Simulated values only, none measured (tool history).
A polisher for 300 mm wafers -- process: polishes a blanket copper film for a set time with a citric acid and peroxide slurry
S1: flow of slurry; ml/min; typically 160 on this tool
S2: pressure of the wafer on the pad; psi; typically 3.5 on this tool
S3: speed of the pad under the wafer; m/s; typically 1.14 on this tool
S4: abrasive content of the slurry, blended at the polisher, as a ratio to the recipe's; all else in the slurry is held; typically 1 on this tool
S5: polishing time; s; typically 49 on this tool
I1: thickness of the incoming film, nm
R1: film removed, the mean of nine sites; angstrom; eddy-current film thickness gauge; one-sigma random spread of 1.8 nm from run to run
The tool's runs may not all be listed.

run 1 hour=0 | S1=160 S2=3.5 S3=1.14 S4=1 S5=62 | I1=1026.1 | R1=1867
run 2 hour=28.3 | S1=160 S2=3.5 S3=1.14 S4=1 S5=49 | I1=1041 | R1=1459
-- hour=92.9 worn pad replaced by a new one
run 3 hour=152.6 | S1=160 S2=3.5 S3=1.14 S4=1 S5=49 | I1=1054.3 | R1=1402
-- hour=182.1 slurry blender recalibrated
run 4 hour=188.4 | S1=160 S2=3.5 S3=1.14 S4=1 S5=49 | I1=1059.3 | R1=1455
run 5 hour=260 | S1=160 S2=3.5 S3=1.14 S4=1 S5=49 | I1=1023.7 | R1=1430
run 6 hour=326.6 | S1=160 S2=3.5 S3=1.14 S4=1 S5=49 | I1=1048.3 | R1=1424
-- hour=337.4 slurry nozzle cleaned
-- hour=340.9 worn pad replaced by a new one
run 7 hour=352 | S1=160 S2=3.5 S3=1.14 S4=1 S5=49 | I1=1044.2 | R1=1567
run 8 hour=390.6 | S1=160 S2=3.5 S3=1.14 S4=1 S5=49 | I1=1049.3 | R1=1501
run 9 hour=421.1 | S1=160 S2=3.7 S3=1.14 S4=1 S5=49 | I1=1052.8 | R1=1602
run 10 hour=480.3 | S1=160 S2=3.7 S3=1.14 S4=1 S5=49 | I1=1053.7 | R1=1566
run 11 hour=539.6 | S1=160 S2=3.7 S3=1.14 S4=1 S5=49 | I1=1026.7 | R1=1511
-- hour=545.1 worn pad replaced by a new one
-- hour=553.5 slurry blender recalibrated
run 12 hour=589.4 | S1=160 S2=3.5 S3=1.14 S4=1 S5=49 | I1=1038.4 | R1=1460
run 13 hour=633.5 | S1=160 S2=3.5 S3=1.44 S4=0.8 S5=49 | I1=1054.2 | R1=1716
-- hour=689.6 head pressure recalibrated
run 14 hour=690.1 | S1=160 S2=3.5 S3=1.14 S4=1 S5=56 | I1=1031.6 | R1=1614
run 15 hour=737.7 | S1=160 S2=3.9 S3=1.52 S4=1 S5=49 | I1=1041.1 | R1=2125
-- hour=773.1 worn pad replaced by a new one
run 16 hour=777.5 | S1=160 S2=3.5 S3=1.14 S4=0.8 S5=49 | I1=1041.2 | R1=1361
run 17 hour=805.4 | S1=120 S2=2.3 S3=1.32 S4=1 S5=35 | I1=1043 | R1=742
run 18 hour=870.2 | S1=195 S2=3.5 S3=1.3 S4=1.2 S5=49 | I1=1020.8 | R1=1790
run 19 hour=901.3 | S1=160 S2=3.5 S3=1.52 S4=1.1 S5=57 | I1=1031 | R1=2260
run 20 hour=929 | S1=160 S2=4.7 S3=1.14 S4=1.2 S5=40 | I1=1044.1 | R1=1660
-- hour=932.4 slurry nozzle cleaned
run 21 hour=965 | S1=160 S2=3.5 S3=1.14 S4=1 S5=49 | I1=1046.1 | R1=1492
-- hour=998 slurry blender recalibrated
run 22 hour=1002.8 | S1=160 S2=3.5 S3=1.42 S4=1 S5=49 | I1=1028.8 | R1=1839
-- hour=1046.1 worn pad replaced by a new one
run 23 hour=1051.4 | S1=180 S2=3.5 S3=0.76 S4=1 S5=60 | I1=1037.4 | R1=1241
run 24 hour=1116.2 | S1=160 S2=3.8 S3=1.14 S4=1 S5=49 | I1=1045.9 | R1=1605
run 25 hour=1166.1 | S1=160 S2=3.5 S3=1.14 S4=1 S5=49 | I1=1041.1 | R1=1450
run 26 hour=1190.5 | S1=160 S2=2.6 S3=1.14 S4=1.1 S5=49 | I1=1027.9 | R1=1154

What if the next run were any one of these 3? Each begins from the tool's condition after run 26:
run A hour=1190.9 | S1=190 S2=3.5 S3=1.14 S4=1 S5=49 | I1=1023.1 | R1=?
run B hour=1190.9 | S1=210 S2=3.5 S3=0.96 S4=1 S5=37 | I1=1023.1 | R1=?
run C hour=1190.9 | S1=160 S2=3.5 S3=1.14 S4=1 S5=64 | I1=1023.1 | R1=?

run=A R1=1521
run=B R1=987
run=C R1=1926
With the hidden condition removed and each run's random variation left untouched, the same runs would have given:
run=A R1=1614
run=B R1=1042
run=C R1=2061

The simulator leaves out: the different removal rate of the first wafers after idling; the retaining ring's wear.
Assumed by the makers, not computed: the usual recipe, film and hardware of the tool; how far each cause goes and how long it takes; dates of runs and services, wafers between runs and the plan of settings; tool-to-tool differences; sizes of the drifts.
